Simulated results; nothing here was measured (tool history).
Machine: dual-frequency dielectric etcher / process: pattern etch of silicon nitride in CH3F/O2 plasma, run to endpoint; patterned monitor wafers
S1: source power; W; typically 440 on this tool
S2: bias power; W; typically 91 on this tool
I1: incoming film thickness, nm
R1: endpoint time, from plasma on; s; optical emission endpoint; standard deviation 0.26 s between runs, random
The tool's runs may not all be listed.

run 1 hour=0.0 | S1=490 S2=85 | I1=76.3 | R1=77.4
run 2 hour=35.7 | S1=490 S2=85 | I1=76.1 | R1=77.4
run 3 hour=58.5 | S1=390 S2=91 | I1=75.6 | R1=83.4
run 4 hour=87.7 | S1=440 S2=91 | I1=75.5 | R1=78.7
run 5 hour=123.7 | S1=440 S2=91 | I1=75.2 | R1=79.1
run 6 hour=142.0 | S1=440 S2=91 | I1=75.0 | R1=78.6
run 7 hour=155.4 | S1=440 S2=91 | I1=74.6 | R1=77.7
run 8 hour=169.7 | S1=440 S2=91 | I1=74.3 | R1=77.9
run 9 hour=189.8 | S1=440 S2=91 | I1=74.8 | R1=78.6
run 10 hour=202.9 | S1=440 S2=91 | I1=75.5 | R1=79.3
run 11 hour=225.6 | S1=440 S2=91 | I1=75.2 | R1=79.5
run 12 hour=238.2 | S1=440 S2=91 | I1=75.4 | R1=79.3
run 13 hour=265.6 | S1=440 S2=91 | I1=75.7 | R1=79.7
run 14 hour=279.8 | S1=440 S2=91 | I1=75.2 | R1=78.9
-- hour=314.2 wet clean of the chamber
run 15 hour=314.7 | S1=440 S2=91 | I1=75.1 | R1=77.3
run 16 hour=335.7 | S1=440 S2=79 | I1=74.9 | R1=81.2
-- hour=379.7 upper electrode replaced, of another model than before
run 17 hour=380.2 | S1=440 S2=108 | I1=75.5 | R1=75.0
run 18 hour=389.9 | S1=490 S2=102 | I1=75.2 | R1=73.1
-- hour=402.0 source power generator calibrated
run 19 hour=406.6 | S1=470 S2=110 | I1=75.3 | R1=72.7
run 20 hour=433.5 | S1=440 S2=98 | I1=75.8 | R1=76.8
run 21 hour=450.2 | S1=490 S2=75 | I1=75.4 | R1=78.4
run 22 hour=466.5 | S1=410 S2=83 | I1=75.4 | R1=81.2
run 23 hour=491.1 | S1=440 S2=91 | I1=75.0 | R1=77.5
-- hour=517.2 bias power generator calibrated
run 24 hour=517.7 | S1=350 S2=75 | I1=74.9 | R1=87.2
run 25 hour=531.1 | S1=410 S2=111 | I1=75.0 | R1=76.4
run 26 hour=563.5 | S1=440 S2=91 | I1=75.4 | R1=78.4
run 27 hour=589.1 | S1=440 S2=78 | I1=75.3 | R1=81.1
run 28 hour=620.1 | S1=440 S2=91 | I1=75.6 | R1=78.8
run 29 hour=638.4 | S1=440 S2=91 | I1=75.5 | R1=78.9
run 30 hour=659.3 | S1=540 S2=79 | I1=75.7 | R1=76.3
run 31 hour=683.1 | S1=440 S2=91 | I1=76.8 | R1=80.4
run 32 hour=709.7 | S1=390 S2=80 | I1=75.6 | R1=84.8

Measured minus without-hidden-state, run by run (identical run-to-run variation in each term; gauge scatter may differ):
The hidden state here: etch rate over this chamber's usual, %; source power that arrives over what is set, %; bias power that arrives over what is set, %.
run=1 R1=+0.9
run=2 R1=+1.1
run=3 R1=+1.2
run=4 R1=+1.2
run=5 R1=+1.4
run=6 R1=+1.5
run=7 R1=+1.5
run=8 R1=+1.5
run=9 R1=+1.6
run=10 R1=+1.6
run=11 R1=+1.8
run=12 R1=+1.8
run=13 R1=+1.9
run=14 R1=+1.9
run=15 R1=+0.0
run=16 R1=+0.1
run=17 R1=+0.2
run=18 R1=+0.2
run=19 R1=+0.3
run=20 R1=+0.4
run=21 R1=+0.4
run=22 R1=+0.5
run=23 R1=+0.7
run=24 R1=+0.8
run=25 R1=+0.7
run=26 R1=+0.9
run=27 R1=+1.1
run=28 R1=+1.1
run=29 R1=+1.2
run=30 R1=+1.2
run=31 R1=+1.4
run=32 R1=+1.5

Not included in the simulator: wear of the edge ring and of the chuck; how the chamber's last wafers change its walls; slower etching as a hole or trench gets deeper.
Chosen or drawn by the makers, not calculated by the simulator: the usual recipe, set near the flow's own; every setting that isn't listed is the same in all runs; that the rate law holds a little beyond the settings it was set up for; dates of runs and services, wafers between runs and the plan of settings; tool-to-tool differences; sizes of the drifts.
